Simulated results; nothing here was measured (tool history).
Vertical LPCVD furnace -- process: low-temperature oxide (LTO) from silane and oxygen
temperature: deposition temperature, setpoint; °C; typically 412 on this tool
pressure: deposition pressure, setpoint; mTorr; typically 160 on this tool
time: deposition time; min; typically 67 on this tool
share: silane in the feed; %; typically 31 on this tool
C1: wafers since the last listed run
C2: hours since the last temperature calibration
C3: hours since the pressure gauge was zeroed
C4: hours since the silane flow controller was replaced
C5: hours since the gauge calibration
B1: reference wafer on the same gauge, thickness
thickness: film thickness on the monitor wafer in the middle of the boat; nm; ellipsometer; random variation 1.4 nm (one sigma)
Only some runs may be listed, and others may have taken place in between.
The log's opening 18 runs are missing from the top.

Run 19, hour 255.3: usual settings but temperature 406 °C, share 36 %; C1 172; C2 153; C3 1437.4; C4 86; C5 147.2; B1 394.26. Result: thickness 400.79 nm.
At hour 288: pressure gauge zeroed.
Run 20, hour 288.5: usual settings; C1 79; C2 186.2; C3 0.5; C4 119.2; C5 180.4; B1 394.37. Result: thickness 351.95 nm.
Run 21, hour 293.1: usual settings but temperature 420 °C, pressure 120 mTorr, share 36 %; C1 39; C2 190.8; C3 5.1; C4 123.8; C5 185; B1 393.99. Result: thickness 352 nm.
Run 22, hour 298.8: usual settings but share 36 %; C1 49; C2 196.5; C3 10.8; C4 129.5; C5 190.7; B1 394.1. Result: thickness 429.83 nm.
Run 23, hour 310: usual settings but temperature 419 °C, pressure 175 mTorr; C1 97; C2 207.7; C3 22; C4 140.7; C5 201.9; B1 394.03. Result: thickness 414.56 nm.
Run 24, hour 324.2: usual settings but temperature 409 °C, pressure 125 mTorr, time 88.5 min, share 28 %; C1 123; C2 221.9; C3 36.2; C4 154.9; C5 216.1; B1 394.4. Result: thickness 301.52 nm.
Run 25, hour 332.3: usual settings; C1 70; C2 230; C3 44.3; C4 163; C5 224.2; B1 394.11. Result: thickness 350.03 nm.
Run 26, hour 350.8: usual settings but temperature 416 °C; C1 160; C2 248.5; C3 62.8; C4 181.5; C5 242.7; B1 394.05. Result: thickness 366.25 nm.
Run 27, hour 358.5: usual settings but time 77 min; C1 66; C2 256.2; C3 70.5; C4 189.2; C5 250.4; B1 393.87. Result: thickness 402.52 nm.
Run 28, hour 372.8: usual settings but share 37 %; C1 124; C2 270.5; C3 84.8; C4 203.5; C5 264.7; B1 394.37. Result: thickness 442.59 nm.
Run 29, hour 421.7: usual settings; C1 424; C2 319.4; C3 133.7; C4 252.4; C5 313.6; B1 394.08. Result: thickness 351.77 nm.
Run 30, hour 432.2: usual settings but temperature 418 °C, time 54 min, share 26 %; C1 91; C2 329.9; C3 144.2; C4 262.9; C5 324.1; B1 393.81. Result: thickness 234.34 nm.
Run 31, hour 448: usual settings but temperature 419 °C; C1 137; C2 345.7; C3 160; C4 278.7; C5 339.9; B1 393.36. Result: thickness 377.39 nm.

Consider 4 possible next runs. They are alternatives, not a sequence: every one starts from the tool as it was left by run 31. What does each give?
Run A, hour 452.7: usual settings; C1 40; C2 350.4; C3 164.7; C4 283.4; C5 344.6; B1 ?. Result: thickness ?.
Run B, hour 452.7: usual settings but temperature 403 °C, time 52 min; C1 40; C2 350.4; C3 164.7; C4 283.4; C5 344.6; B1 ?. Result: thickness ?.
Run C, hour 452.7: usual settings but share 29 %; C1 40; C2 350.4; C3 164.7; C4 283.4; C5 344.6; B1 ?. Result: thickness ?.
Run D, hour 452.7: usual settings but pressure 145 mTorr, time 49.5 min; C1 40; C2 350.4; C3 164.7; C4 283.4; C5 344.6; B1 ?. Result: thickness ?.

run      B1  thickness
  A  393.97     350.77
  B  393.97     245.49
  C  393.97     318.75
  D  393.97     234.85
Stripped of hidden state, with their random variation kept, the same runs would have yielded:
run  thickness
  A     352.31
  B     246.59
  C     320.24
  D     235.88

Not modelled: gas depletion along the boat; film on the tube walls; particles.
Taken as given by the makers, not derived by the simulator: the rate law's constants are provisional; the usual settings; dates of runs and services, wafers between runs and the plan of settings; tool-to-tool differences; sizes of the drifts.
